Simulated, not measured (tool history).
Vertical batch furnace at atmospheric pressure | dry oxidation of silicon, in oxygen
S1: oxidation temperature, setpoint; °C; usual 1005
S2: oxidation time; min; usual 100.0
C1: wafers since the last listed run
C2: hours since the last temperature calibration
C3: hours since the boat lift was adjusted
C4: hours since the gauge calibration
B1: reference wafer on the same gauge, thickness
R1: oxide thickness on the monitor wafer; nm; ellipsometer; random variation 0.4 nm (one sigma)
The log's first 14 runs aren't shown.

run 15 day=29.162 | S1=1005 S2=100.0 | C1=586 C2=1614.5 C3=4921.2 C4=1594.4 | B1=67.30 | R1=74.72
run 16 day=31.571 | S1=1017 S2=143.0 | C1=691 C2=1672.3 C3=4979.0 C4=1652.2 | B1=67.30 | R1=106.33
run 17 day=33.679 | S1=980 S2=114.5 | C1=605 C2=1722.9 C3=5029.6 C4=1702.8 | B1=67.30 | R1=64.41
run 18 day=35.825 | S1=1005 S2=100.0 | C1=615 C2=1774.4 C3=5081.1 C4=1754.3 | B1=67.33 | R1=74.86
run 19 day=44.808 | S1=1016 S2=50.5 | C1=2578 C2=1990.0 C3=5296.7 C4=1969.9 | B1=67.30 | R1=52.83
run 20 day=46.017 | S1=1005 S2=100.0 | C1=346 C2=2019.0 C3=5325.7 C4=1998.9 | B1=67.24 | R1=74.39
run 21 day=48.588 | S1=1005 S2=100.0 | C1=737 C2=2080.7 C3=5387.4 C4=2060.6 | B1=67.27 | R1=74.37
run 22 day=50.208 | S1=1018 S2=51.0 | C1=465 C2=2119.6 C3=5426.3 C4=2099.5 | B1=67.21 | R1=53.92
run 23 day=52.925 | S1=1030 S2=82.0 | C1=779 C2=2184.8 C3=5491.5 C4=2164.7 | B1=67.33 | R1=82.34
-- day=54.121 gauge calibrated
run 24 day=54.446 | S1=1005 S2=57.5 | C1=436 C2=2221.3 C3=5528.0 C4=7.8 | B1=67.29 | R1=52.19
run 25 day=55.979 | S1=1029 S2=136.5 | C1=440 C2=2258.1 C3=5564.8 C4=44.6 | B1=67.28 | R1=114.83
run 26 day=58.404 | S1=1016 S2=68.5 | C1=696 C2=2316.3 C3=5623.0 C4=102.8 | B1=67.25 | R1=64.44
-- day=61.342 thermocouples replaced and temperature profile calibrated
run 27 day=61.362 | S1=1005 S2=100.0 | C1=562 C2=0.5 C3=5694.0 C4=173.8 | B1=67.31 | R1=74.51
run 28 day=62.838 | S1=1017 S2=124.0 | C1=423 C2=35.9 C3=5729.4 C4=209.2 | B1=67.32 | R1=96.45
run 29 day=65.742 | S1=986 S2=71.0 | C1=833 C2=105.6 C3=5799.1 C4=278.9 | B1=67.31 | R1=49.09
-- day=67.071 boat lift adjusted
run 30 day=68.342 | S1=1005 S2=51.5 | C1=459 C2=168.0 C3=30.5 C4=341.3 | B1=67.30 | R1=48.67
run 31 day=70.629 | S1=1017 S2=100.0 | C1=656 C2=222.9 C3=85.4 C4=396.2 | B1=67.30 | R1=83.06
run 32 day=73.296 | S1=1005 S2=79.5 | C1=765 C2=286.9 C3=149.4 C4=460.2 | B1=67.27 | R1=63.90
run 33 day=74.817 | S1=1005 S2=123.0 | C1=436 C2=323.4 C3=185.9 C4=496.7 | B1=67.35 | R1=86.12
run 34 day=76.867 | S1=993 S2=81.0 | C1=588 C2=372.6 C3=235.1 C4=545.9 | B1=67.32 | R1=57.78
run 35 day=77.929 | S1=1005 S2=100.0 | C1=304 C2=398.1 C3=260.6 C4=571.4 | B1=67.29 | R1=74.69

Run 36 comes next. What will it give?
run 36 day=80.400 | S1=1005 S2=100.0 | C1=709 C2=457.4 C3=319.9 C4=630.7 | B1=? | R1=?

Run 36 gave B1 67.36, R1 74.48 nm.
Without the tool's hidden state the same run would have given R1 74.48 nm.
